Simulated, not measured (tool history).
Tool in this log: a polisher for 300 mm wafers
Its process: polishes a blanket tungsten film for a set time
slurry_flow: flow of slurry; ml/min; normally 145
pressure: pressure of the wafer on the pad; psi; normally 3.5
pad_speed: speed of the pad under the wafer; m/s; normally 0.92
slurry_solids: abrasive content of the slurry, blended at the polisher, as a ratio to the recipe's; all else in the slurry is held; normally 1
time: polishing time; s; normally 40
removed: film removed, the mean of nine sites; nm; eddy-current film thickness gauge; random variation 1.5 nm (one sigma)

run	hour	slurry_flow	pressure	pad_speed	slurry_solids	time	wafers since the last listed run	wafers polished on this pad	hours since the slurry nozzle was cleaned	hours since the head pressure was calibrated	hours since the slurry blender was calibrated	hours since the slurry got fresh peroxide	incoming thickness of the incoming film, nm	removed
1	0	145	3.5	0.92	1	40	0	2701	23.2	110.1	231.4	253.1	730.4	139.1
# hour 53.3: slurry tank refilled with fresh slurry and peroxide
2	71.9	145	3.5	0.92	1	40	872	3574	95.1	182	303.3	18.6	739.8	140.2
# hour 88: worn pad replaced by a new one
# hour 138: slurry blender recalibrated
3	154.3	145	3.5	0.92	1	40	940	790	177.5	264.4	16.3	101	737.2	138.3
4	219	145	3.5	0.92	1	32	796	1587	242.2	329.1	81	165.7	749.1	109.6
5	265.5	145	3.5	0.92	1	32	572	2159	288.7	375.6	127.5	212.2	745.9	110.3
6	360.4	145	3.5	0.92	1.1	40	1167	3327	383.6	470.5	222.4	307.1	741.4	138.3
# hour 401.2: slurry tank refilled with fresh slurry and peroxide
7	417	145	3.5	0.92	1	40	684	4011	440.2	527.1	279	15.8	751.7	138.7
# hour 463.5: worn pad replaced by a new one
# hour 469.6: slurry blender recalibrated
8	491.1	120	3.5	0.92	1	40	838	315	514.3	601.2	21.5	89.9	722.6	132.1
9	578.8	120	3.5	0.92	1	40	1079	1394	602	688.9	109.2	177.6	742.8	130.4
# hour 609.5: slurry nozzle cleaned
10	664.9	145	3.5	0.92	1	40	1047	2442	55.4	775	195.3	263.7	742.5	128.3
11	746.4	145	3.5	0.92	1	40	1003	3445	136.9	856.5	276.8	345.2	739	126.6
# hour 773.9: slurry tank refilled with fresh slurry and peroxide
12	794.4	145	3.5	0.92	1	40	578	4023	184.9	904.5	324.8	20.5	736.9	126.5
# hour 813.9: worn pad replaced by a new one
# hour 851.6: slurry blender recalibrated
13	852.1	110	3.5	0.92	1	30	636	445	242.6	962.2	0.5	78.2	743.9	86.8
# hour 901.4: slurry nozzle cleaned, repeated, since the last time left the tool worse
14	918.1	145	3.5	1.02	1.2	40	799	1245	16.7	1028.2	66.5	144.2	740.7	151.6
15	1012.2	180	3.5	0.72	0.8	49	1158	2403	110.8	1122.3	160.6	238.3	751	149.3
16	1078	145	2.8	0.92	1	40	809	3213	176.6	1188.1	226.4	304.1	755.8	117.9
# hour 1104.9: slurry tank refilled with fresh slurry and peroxide
17	1133.5	115	3.9	0.92	1	40	670	3883	232.1	1243.6	281.9	28.6	737.9	144.8
# hour 1169.8: worn pad replaced by a new one
# hour 1212.3: head pressure recalibrated
18	1224.4	145	3.5	0.92	1	40	1044	647	323	12.1	372.8	119.5	743.2	136
# hour 1256.2: slurry blender recalibrated
19	1295.4	145	2.6	1.1	1.1	26	849	1496	394	83.1	39.2	190.5	730.8	80.8
20	1390.3	145	3.5	0.92	1	40	1167	2664	488.9	178	134.1	285.4	728.6	137.5
# hour 1436.5: slurry tank refilled with fresh slurry and peroxide
21	1444.5	120	2.3	0.78	1	40	654	3319	543.1	232.2	188.3	8	742.4	87.2
22	1524	145	2.9	1.1	1.25	40	978	4297	622.6	311.7	267.8	87.5	735.7	133.6
# hour 1531.2: slurry nozzle cleaned
# hour 1580: worn pad replaced by a new one
23	1616.4	145	3.5	0.66	1	40	1075	447	85.2	404.1	360.2	179.9	752.5	116.2
# hour 1634.5: slurry blender recalibrated
24	1689.5	145	3.5	1.2	0.9	40	875	1322	158.3	477.2	55	253	741.5	160.2
# hour 1764: slurry tank refilled with fresh slurry and peroxide
25	1793.1	130	3.5	0.72	1	40	1262	2585	261.9	580.8	158.6	29.1	735.9	117.7

4 options for the next run, each taken on its own from the tool as it stands now. Forecast them:
A	1793.5	145	3.5	0.92	1	40	4	2590	262.3	581.2	159	29.5	746.8	?
B	1793.5	145	3.5	0.92	0.8	40	4	2590	262.3	581.2	159	29.5	746.8	?
C	1793.5	145	3.5	0.92	1.25	40	4	2590	262.3	581.2	159	29.5	746.8	?
D	1793.5	185	3.5	0.92	1.25	40	4	2590	262.3	581.2	159	29.5	746.8	?

run	removed
A	136.9
B	132.3
C	142.1
D	147.1
Stripped of hidden state, with their random variation kept, the same runs would have yielded:
run	removed
A	139.1
B	134.4
C	144.4
D	149
